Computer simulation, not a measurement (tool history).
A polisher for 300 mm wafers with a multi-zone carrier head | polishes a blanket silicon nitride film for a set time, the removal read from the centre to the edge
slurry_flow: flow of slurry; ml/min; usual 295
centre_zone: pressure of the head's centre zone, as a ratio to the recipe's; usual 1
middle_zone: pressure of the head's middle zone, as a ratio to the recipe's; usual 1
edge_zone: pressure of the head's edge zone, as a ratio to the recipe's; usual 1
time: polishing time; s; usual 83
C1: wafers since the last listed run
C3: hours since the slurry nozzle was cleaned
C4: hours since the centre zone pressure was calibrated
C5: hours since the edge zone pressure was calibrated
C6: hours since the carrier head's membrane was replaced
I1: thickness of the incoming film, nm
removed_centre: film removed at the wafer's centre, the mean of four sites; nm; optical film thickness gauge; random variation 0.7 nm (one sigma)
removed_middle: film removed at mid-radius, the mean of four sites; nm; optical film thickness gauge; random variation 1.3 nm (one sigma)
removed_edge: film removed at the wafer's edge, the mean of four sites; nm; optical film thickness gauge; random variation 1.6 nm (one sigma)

{"run": 1, "hour": 0.0, "slurry_flow": 295, "centre_zone": 1, "middle_zone": 1, "edge_zone": 1, "time": 83, "C1": 0, "wafers polished on this pad": 602, "C3": 267.4, "C4": 703, "C5": 723.1, "C6": 1697.1, "I1": 748, "removed_centre": 111.9, "removed_middle": 103.1, "removed_edge": 107.5}
{"run": 2, "hour": 22.0, "slurry_flow": 295, "centre_zone": 1, "middle_zone": 1, "edge_zone": 1, "time": 83, "C1": 166, "wafers polished on this pad": 768, "C3": 289.4, "C4": 725, "C5": 745.1, "C6": 1719.1, "I1": 753.9, "removed_centre": 110.7, "removed_middle": 105.1, "removed_edge": 109.6}
{"run": 3, "hour": 32.8, "slurry_flow": 295, "centre_zone": 1, "middle_zone": 1, "edge_zone": 1.02, "time": 83, "C1": 81, "wafers polished on this pad": 849, "C3": 300.2, "C4": 735.8, "C5": 755.9, "C6": 1729.9, "I1": 736.7, "removed_centre": 110.1, "removed_middle": 106.1, "removed_edge": 107.9}
{"run": 4, "hour": 40.9, "slurry_flow": 295, "centre_zone": 1, "middle_zone": 1, "edge_zone": 0.93, "time": 83, "C1": 61, "wafers polished on this pad": 911, "C3": 308.3, "C4": 743.9, "C5": 764, "C6": 1738, "I1": 736.5, "removed_centre": 111, "removed_middle": 103.1, "removed_edge": 104.9}
{"run": 5, "hour": 63.2, "slurry_flow": 295, "centre_zone": 0.91, "middle_zone": 1, "edge_zone": 1, "time": 72, "C1": 168, "wafers polished on this pad": 1079, "C3": 330.6, "C4": 766.2, "C5": 786.3, "C6": 1760.3, "I1": 746.5, "removed_centre": 86.4, "removed_middle": 91, "removed_edge": 91.5}
{"run": 6, "hour": 76.5, "slurry_flow": 240, "centre_zone": 1, "middle_zone": 1, "edge_zone": 1, "time": 83, "C1": 100, "wafers polished on this pad": 1180, "C3": 343.9, "C4": 779.5, "C5": 799.6, "C6": 1773.6, "I1": 745.2, "removed_centre": 105.3, "removed_middle": 101.5, "removed_edge": 104.2}
{"hour": 90.7, "done": "worn pad replaced by a new one"}
{"run": 7, "hour": 91.2, "slurry_flow": 240, "centre_zone": 1, "middle_zone": 1, "edge_zone": 1, "time": 83, "C1": 80, "wafers polished on this pad": 3, "C3": 358.6, "C4": 794.2, "C5": 814.3, "C6": 1788.3, "I1": 736.6, "removed_centre": 103.2, "removed_middle": 102.6, "removed_edge": 102.7}
{"run": 8, "hour": 104.4, "slurry_flow": 295, "centre_zone": 1, "middle_zone": 1, "edge_zone": 1, "time": 83, "C1": 99, "wafers polished on this pad": 103, "C3": 371.8, "C4": 807.4, "C5": 827.5, "C6": 1801.5, "I1": 739.9, "removed_centre": 107.3, "removed_middle": 104.4, "removed_edge": 109.3}
{"run": 9, "hour": 120.5, "slurry_flow": 295, "centre_zone": 1.05, "middle_zone": 1, "edge_zone": 1, "time": 83, "C1": 121, "wafers polished on this pad": 224, "C3": 387.9, "C4": 823.5, "C5": 843.6, "C6": 1817.6, "I1": 748.5, "removed_centre": 112.4, "removed_middle": 101.2, "removed_edge": 105.5}
{"run": 10, "hour": 126.8, "slurry_flow": 295, "centre_zone": 1.05, "middle_zone": 1, "edge_zone": 1, "time": 83, "C1": 47, "wafers polished on this pad": 272, "C3": 394.2, "C4": 829.8, "C5": 849.9, "C6": 1823.9, "I1": 732.2, "removed_centre": 112.1, "removed_middle": 103.8, "removed_edge": 104.2}
{"run": 11, "hour": 133.0, "slurry_flow": 395, "centre_zone": 1, "middle_zone": 1.12, "edge_zone": 1, "time": 83, "C1": 46, "wafers polished on this pad": 319, "C3": 400.4, "C4": 836, "C5": 856.1, "C6": 1830.1, "I1": 730.2, "removed_centre": 111.6, "removed_middle": 117.4, "removed_edge": 110}
{"hour": 139.7, "done": "edge zone pressure recalibrated"}
{"hour": 144.5, "done": "slurry nozzle cleaned"}
{"run": 12, "hour": 145.0, "slurry_flow": 380, "centre_zone": 1.09, "middle_zone": 1, "edge_zone": 1.11, "time": 83, "C1": 67, "wafers polished on this pad": 387, "C3": 0.5, "C4": 848, "C5": 5.3, "C6": 1842.1, "I1": 744.8, "removed_centre": 129.2, "removed_middle": 111.2, "removed_edge": 118.1}
{"hour": 163.2, "done": "carrier head's membrane replaced by a new one"}
{"run": 13, "hour": 178.1, "slurry_flow": 220, "centre_zone": 1.1, "middle_zone": 1, "edge_zone": 1, "time": 83, "C1": 212, "wafers polished on this pad": 599, "C3": 33.6, "C4": 881.1, "C5": 38.4, "C6": 14.9, "I1": 735.4, "removed_centre": 119.3, "removed_middle": 102.5, "removed_edge": 106.8}
{"run": 14, "hour": 191.4, "slurry_flow": 200, "centre_zone": 1, "middle_zone": 1.06, "edge_zone": 1.04, "time": 69, "C1": 100, "wafers polished on this pad": 699, "C3": 46.9, "C4": 894.4, "C5": 51.7, "C6": 28.2, "I1": 754.4, "removed_centre": 88.6, "removed_middle": 89.4, "removed_edge": 90.4}
{"run": 15, "hour": 206.7, "slurry_flow": 295, "centre_zone": 1, "middle_zone": 1, "edge_zone": 1, "time": 72, "C1": 115, "wafers polished on this pad": 815, "C3": 62.2, "C4": 909.7, "C5": 67, "C6": 43.5, "I1": 726.4, "removed_centre": 98.8, "removed_middle": 93.5, "removed_edge": 94.8}
{"hour": 214.4, "done": "centre zone pressure recalibrated"}
{"run": 16, "hour": 216.7, "slurry_flow": 295, "centre_zone": 1.06, "middle_zone": 1, "edge_zone": 1, "time": 83, "C1": 60, "wafers polished on this pad": 875, "C3": 72.2, "C4": 2.3, "C5": 77, "C6": 53.5, "I1": 745.8, "removed_centre": 119.4, "removed_middle": 108, "removed_edge": 110.7}
{"run": 17, "hour": 228.5, "slurry_flow": 295, "centre_zone": 1, "middle_zone": 1, "edge_zone": 1, "time": 83, "C1": 89, "wafers polished on this pad": 965, "C3": 84, "C4": 14.1, "C5": 88.8, "C6": 65.3, "I1": 750.2, "removed_centre": 112.6, "removed_middle": 105.7, "removed_edge": 107.9}
{"run": 18, "hour": 244.0, "slurry_flow": 295, "centre_zone": 1, "middle_zone": 1, "edge_zone": 1, "time": 83, "C1": 117, "wafers polished on this pad": 1082, "C3": 99.5, "C4": 29.6, "C5": 104.3, "C6": 80.8, "I1": 741.1, "removed_centre": 113.3, "removed_middle": 106.5, "removed_edge": 111.2}
{"run": 19, "hour": 259.2, "slurry_flow": 260, "centre_zone": 1, "middle_zone": 1, "edge_zone": 0.89, "time": 83, "C1": 114, "wafers polished on this pad": 1196, "C3": 114.7, "C4": 44.8, "C5": 119.5, "C6": 96, "I1": 733.4, "removed_centre": 111.4, "removed_middle": 105.1, "removed_edge": 104}
{"hour": 271.8, "done": "worn pad replaced by a new one"}
{"run": 20, "hour": 276.2, "slurry_flow": 295, "centre_zone": 1, "middle_zone": 0.9, "edge_zone": 1.06, "time": 83, "C1": 98, "wafers polished on this pad": 33, "C3": 131.7, "C4": 61.8, "C5": 136.5, "C6": 113, "I1": 724.8, "removed_centre": 113, "removed_middle": 99, "removed_edge": 114.1}
{"run": 21, "hour": 291.4, "slurry_flow": 265, "centre_zone": 0.94, "middle_zone": 0.93, "edge_zone": 1, "time": 103, "C1": 114, "wafers polished on this pad": 148, "C3": 146.9, "C4": 77, "C5": 151.7, "C6": 128.2, "I1": 730, "removed_centre": 129.3, "removed_middle": 121.9, "removed_edge": 133.8}
{"run": 22, "hour": 304.7, "slurry_flow": 295, "centre_zone": 1, "middle_zone": 1, "edge_zone": 1, "time": 71, "C1": 100, "wafers polished on this pad": 248, "C3": 160.2, "C4": 90.3, "C5": 165, "C6": 141.5, "I1": 747.4, "removed_centre": 96.8, "removed_middle": 92.3, "removed_edge": 93.6}
{"run": 23, "hour": 319.5, "slurry_flow": 400, "centre_zone": 1, "middle_zone": 1.11, "edge_zone": 1.06, "time": 112, "C1": 111, "wafers polished on this pad": 360, "C3": 175, "C4": 105.1, "C5": 179.8, "C6": 156.3, "I1": 755, "removed_centre": 157.7, "removed_middle": 161.9, "removed_edge": 152.7}

3 ways to go on from here, each from the tool as it stands after run 23. What would each give?
{"run": "A", "hour": 319.9, "slurry_flow": 390, "centre_zone": 1, "middle_zone": 1, "edge_zone": 1, "time": 83, "C1": 3, "wafers polished on this pad": 363, "C3": 175.4, "C4": 105.5, "C5": 180.2, "C6": 156.7, "I1": 737.6, "removed_centre": "?", "removed_middle": "?", "removed_edge": "?"}
{"run": "B", "hour": 319.9, "slurry_flow": 385, "centre_zone": 1, "middle_zone": 1, "edge_zone": 1.08, "time": 83, "C1": 3, "wafers polished on this pad": 363, "C3": 175.4, "C4": 105.5, "C5": 180.2, "C6": 156.7, "I1": 737.6, "removed_centre": "?", "removed_middle": "?", "removed_edge": "?"}
{"run": "C", "hour": 319.9, "slurry_flow": 360, "centre_zone": 1, "middle_zone": 1, "edge_zone": 1.12, "time": 106, "C1": 3, "wafers polished on this pad": 363, "C3": 175.4, "C4": 105.5, "C5": 180.2, "C6": 156.7, "I1": 737.6, "removed_centre": "?", "removed_middle": "?", "removed_edge": "?"}

run=A removed_centre=114.9 removed_middle=109.3 removed_edge=112
run=B removed_centre=114.8 removed_middle=109.1 removed_edge=116.2
run=C removed_centre=145.6 removed_middle=138.5 removed_edge=150.4
Without the tool's hidden state the same runs would have given:
run=A removed_centre=116 removed_middle=110.2 removed_edge=112.7
run=B removed_centre=115.9 removed_middle=110.1 removed_edge=117
run=C removed_centre=147.1 removed_middle=139.8 removed_edge=151.5
